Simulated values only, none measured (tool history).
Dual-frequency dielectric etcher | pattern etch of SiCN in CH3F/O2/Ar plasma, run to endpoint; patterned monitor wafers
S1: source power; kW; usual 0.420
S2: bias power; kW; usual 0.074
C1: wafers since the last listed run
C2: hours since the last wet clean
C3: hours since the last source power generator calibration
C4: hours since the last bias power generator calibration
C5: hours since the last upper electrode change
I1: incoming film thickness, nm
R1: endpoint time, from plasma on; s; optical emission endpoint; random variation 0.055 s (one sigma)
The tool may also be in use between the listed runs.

run      day     S1     S2    C1     C2      C3      C4      C5    I1    R1
  1    0.000  0.420  0.074     0  295.8  3392.4  2288.6  1365.5  6.70  18.7
  2    1.721  0.420  0.074   843  337.1  3433.7  2329.9  1406.8  6.71  18.8
  3    3.796  0.420  0.074  1016  386.9  3483.5  2379.7  1456.6  6.71  18.8
  4    6.204  0.420  0.074  1179  444.7  3541.3  2437.5  1514.4  6.74  18.8
  5    8.575  0.420  0.074  1161  501.6  3598.2  2494.4  1571.3  6.75  19.0
      11.967  -- wet clean of the chamber
  6   12.075  0.420  0.074  1224    2.6  3682.2  2578.4  1655.3  6.71  18.5
  7   16.246  0.420  0.074  2043  102.7  3782.3  2678.5  1755.4  6.69  18.6
  8   18.746  0.420  0.074  1224  162.7  3842.3  2738.5  1815.4  6.63  18.5
  9   20.458  0.420  0.074   838  203.8  3883.4  2779.6  1856.5  6.71  18.6
 10   23.800  0.420  0.074  1637  284.0  3963.6  2859.8  1936.7  6.67  18.8
 11   26.129  0.420  0.074  1141  339.9  4019.5  2915.7  1992.6  6.69  18.8
 12   29.042  0.420  0.074  1426  409.8  4089.4  2985.6  2062.5  6.69  18.7
 13   31.896  0.420  0.074  1398  478.3  4157.9  3054.1  2131.0  6.71  19.0
 14   33.800  0.420  0.074   932  524.0  4203.6  3099.8  2176.7  6.69  18.9
 15   37.521  0.510  0.068  1822  613.3  4292.9  3189.1  2266.0  6.71  18.1
      39.567  -- wet clean of the chamber
      39.983  -- bias power generator calibrated
 16   40.292  0.480  0.074   785   17.4  4359.4     7.4  2332.5  6.72  17.4
 17   43.254  0.420  0.069  1451   88.5  4430.5    78.5  2403.6  6.70  18.9
 18   52.158  0.500  0.087  4362  302.2  4644.2   292.2  2617.3  6.72  16.3
 19   53.867  0.370  0.069   836  343.2  4685.2   333.2  2658.3  6.72  20.3
      55.650  -- source power generator calibrated
 20   57.562  0.420  0.074  1729  431.9    45.9   421.9  2747.0  6.74  18.8
 21   60.742  0.420  0.066  1557  508.2   122.2   498.2  2823.3  6.67  19.5
 22   62.921  0.370  0.080  1067  560.5   174.5   550.5  2875.6  6.72  19.4
 23   64.575  0.450  0.065   810  600.2   214.2   590.2  2915.3  6.67  19.1
      66.533  -- wet clean of the chamber
 24   67.004  0.360  0.074   700   11.3   272.5   648.5  2973.6  6.65  19.5
      69.425  -- upper electrode replaced
 25   77.317  0.420  0.074  4562  258.8   520.0   896.0   189.4  6.77  18.7
 26   80.033  0.350  0.062  1330  324.0   585.2   961.2   254.6  6.70  21.3
 27   82.296  0.450  0.091  1108  378.3   639.5  1015.5   308.9  6.65  16.7
 28   86.725  0.450  0.086  2169  484.6   745.8  1121.8   415.2  6.60  17.0
 29   89.392  0.390  0.066  1306  548.6   809.8  1185.8   479.2  6.69  20.3
 30   91.046  0.360  0.074   810  588.3   849.5  1225.5   518.9  6.70  20.2
      92.412  -- wet clean of the chamber
 31   92.646  0.350  0.057   293    5.6   887.9  1263.9   557.3  6.78  22.2
 32   96.725  0.420  0.074  1998  103.5   985.8  1361.8   655.2  6.62  18.3
 33   99.083  0.340  0.092  1155  160.1  1042.4  1418.4   711.8  6.67  18.8
 34  103.200  0.420  0.060  2016  258.9  1141.2  1517.2   810.6  6.69  20.1
 35  107.604  0.320  0.074  2157  364.6  1246.9  1622.9   916.3  6.73  21.3

The tool's hidden state at each run:
source power that arrives over what is set, %: 0 in every run
H1: etch rate over this chamber's usual, %
H2: bias power that arrives over what is set, %
run      H1      H2
  1   -1.25   -4.04
  2   -1.41   -4.07
  3    -1.6    -4.1
  4   -1.83   -4.14
  5   -2.05   -4.17
  6  -0.416   -4.22
  7  -0.806   -4.27
  8   -1.04    -4.3
  9    -1.2   -4.32
 10   -1.51   -4.36
 11   -1.73   -4.38
 12      -2   -4.41
 13   -2.27   -4.44
 14   -2.45   -4.45
 15   -2.79   -4.48
 16  -0.426  -0.784
 17  -0.702   -1.07
 18   -1.53   -1.84
 19   -1.69   -1.97
 20   -2.04   -2.24
 21   -2.34   -2.46
 22   -2.54   -2.61
 23   -2.69   -2.71
 24   0.231   -2.86
 25  -0.732   -3.42
 26  -0.986   -3.55
 27    -1.2   -3.65
 28   -1.61   -3.84
 29   -1.86   -3.95
 30   -2.02   -4.01
 31  -0.121   -4.07
 32  -0.502   -4.22
 33  -0.722   -4.29
 34   -1.11   -4.42
 35   -1.52   -4.55
